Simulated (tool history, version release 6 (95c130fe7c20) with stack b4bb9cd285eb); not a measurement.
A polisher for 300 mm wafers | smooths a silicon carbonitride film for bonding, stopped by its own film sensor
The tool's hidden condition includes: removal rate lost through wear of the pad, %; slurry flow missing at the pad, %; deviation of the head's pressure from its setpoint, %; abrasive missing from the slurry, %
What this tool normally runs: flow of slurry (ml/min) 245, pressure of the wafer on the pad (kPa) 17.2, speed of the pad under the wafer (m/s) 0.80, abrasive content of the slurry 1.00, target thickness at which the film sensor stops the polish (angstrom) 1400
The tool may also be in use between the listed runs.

| run | day | flow of slurry (ml/min) | pressure of the wafer on the pad (kPa) | speed of the pad under the wafer (m/s) | abrasive content of the slurry | target thickness at which the film sensor stops the polish (angstrom) | wafers since the last listed run | wafers polished on this pad | hours since the slurry nozzle was cleaned | hours since the head pressure was calibrated | hours since the slurry blender was calibrated | incoming thickness of the incoming film, nm | time until the film sensor stopped the polish (s) |
|---|---|---|---|---|---|---|---|---|---|---|---|---|---|
| 1 | 0.000 | 245 | 17.2 | 0.80 | 1.00 | 1400 | 0 | 2464 | 70.7 | 277.7 | 393.5 | 157.1 | 82.2 |
|  | 0.829 | slurry blender recalibrated |
|  | 1.638 | worn pad replaced by a new one |
| 2 | 2.862 | 245 | 17.2 | 0.80 | 1.00 | 1400 | 567 | 265 | 139.4 | 346.4 | 48.8 | 158.3 | 90.3 |
| 3 | 5.675 | 245 | 17.2 | 0.80 | 1.00 | 1400 | 610 | 876 | 206.9 | 413.9 | 116.3 | 160.5 | 101.6 |
| 4 | 9.979 | 245 | 17.2 | 0.80 | 1.00 | 1400 | 934 | 1811 | 310.2 | 517.2 | 219.6 | 159.0 | 93.7 |
|  | 11.133 | slurry nozzle cleaned |
| 5 | 13.042 | 245 | 17.2 | 0.98 | 1.00 | 1400 | 655 | 2467 | 45.8 | 590.7 | 293.1 | 162.2 | 90.2 |
|  | 15.046 | worn pad replaced by a new one |
|  | 15.300 | slurry blender recalibrated |
| 6 | 17.471 | 245 | 17.2 | 0.98 | 1.00 | 1400 | 907 | 508 | 152.1 | 697.0 | 52.1 | 160.4 | 84.8 |
| 7 | 21.417 | 245 | 20.7 | 0.80 | 1.00 | 1400 | 856 | 1364 | 246.8 | 791.7 | 146.8 | 159.7 | 81.7 |
| 8 | 23.779 | 245 | 20.7 | 0.80 | 1.00 | 1400 | 513 | 1877 | 303.5 | 848.4 | 203.5 | 162.2 | 92.9 |
|  | 24.446 | slurry nozzle cleaned |
| 9 | 27.712 | 245 | 15.2 | 0.80 | 1.00 | 1400 | 845 | 2722 | 78.4 | 942.8 | 297.9 | 159.4 | 106.2 |
|  | 27.946 | worn pad replaced by a new one |
| 10 | 30.229 | 245 | 15.2 | 0.80 | 1.00 | 1400 | 510 | 495 | 138.8 | 1003.2 | 358.3 | 158.6 | 104.2 |
| 11 | 32.412 | 210 | 12.4 | 0.80 | 1.00 | 1400 | 474 | 970 | 191.2 | 1055.6 | 410.7 | 161.4 | 148.2 |
|  | 33.012 | slurry blender recalibrated |
| 12 | 36.608 | 245 | 17.2 | 0.80 | 1.00 | 1400 | 893 | 1863 | 291.9 | 1156.3 | 86.3 | 159.8 | 98.8 |
|  | 38.158 | slurry nozzle cleaned |
| 13 | 38.679 | 245 | 20.7 | 0.88 | 1.00 | 1400 | 440 | 2303 | 12.5 | 1206.0 | 136.0 | 156.8 | 62.3 |
|  | 39.979 | head pressure recalibrated |
| 14 | 41.438 | 245 | 17.2 | 0.88 | 1.00 | 1400 | 580 | 2884 | 78.7 | 35.0 | 202.2 | 161.4 | 96.4 |
|  | 42.746 | worn pad replaced by a new one |
| 15 | 43.908 | 245 | 17.2 | 0.80 | 1.00 | 1400 | 500 | 252 | 138.0 | 94.3 | 261.5 | 161.2 | 101.6 |
| 16 | 45.779 | 245 | 17.2 | 0.70 | 1.00 | 1400 | 406 | 658 | 182.9 | 139.2 | 306.4 | 161.4 | 117.3 |
|  | 47.533 | slurry blender recalibrated |
| 17 | 49.917 | 315 | 17.2 | 0.80 | 1.00 | 1400 | 880 | 1539 | 282.2 | 238.5 | 57.2 | 159.4 | 92.3 |
|  | 50.871 | slurry nozzle cleaned |
| 18 | 52.508 | 245 | 17.2 | 0.80 | 1.00 | 1400 | 553 | 2092 | 39.3 | 300.7 | 119.4 | 159.6 | 93.9 |
|  | 56.000 | worn pad replaced by a new one |
| 19 | 56.462 | 245 | 15.2 | 0.62 | 0.80 | 1380 | 822 | 100 | 134.2 | 395.6 | 214.3 | 161.3 | 170.1 |
| 20 | 60.204 | 245 | 13.1 | 0.80 | 0.80 | 1350 | 812 | 913 | 224.0 | 485.4 | 304.1 | 160.9 | 176.9 |
|  | 62.125 | slurry nozzle cleaned |
|  | 62.379 | slurry blender recalibrated |
| 21 | 64.650 | 310 | 17.2 | 0.80 | 1.00 | 1400 | 938 | 1851 | 60.6 | 592.1 | 54.5 | 160.7 | 97.5 |

Consider 4 possible next runs. They are alternatives, not a sequence: every one starts from the tool as it was left by run 21. What does each give?
| A | 64.667 | 245 | 17.2 | 0.80 | 1.00 | 1400 | 3 | 1854 | 61.0 | 592.5 | 54.9 | 159.7 | ? |
| B | 64.667 | 245 | 13.8 | 0.58 | 1.00 | 1400 | 3 | 1854 | 61.0 | 592.5 | 54.9 | 159.7 | ? |
| C | 64.667 | 280 | 17.2 | 0.80 | 1.25 | 1430 | 3 | 1854 | 61.0 | 592.5 | 54.9 | 159.7 | ? |
| D | 64.667 | 190 | 17.2 | 0.80 | 1.15 | 1400 | 3 | 1854 | 61.0 | 592.5 | 54.9 | 159.7 | ? |

| run | time until the film sensor stopped the polish (s) |
|---|---|
| A | 91.8 |
| B | 148.4 |
| C | 71.9 |
| D | 90.6 |
Had the tool no hidden state, the same runs would have come out as:
| run | time until the film sensor stopped the polish (s) |
|---|---|
| A | 90.0 |
| B | 145.5 |
| C | 70.6 |
| D | 88.4 |
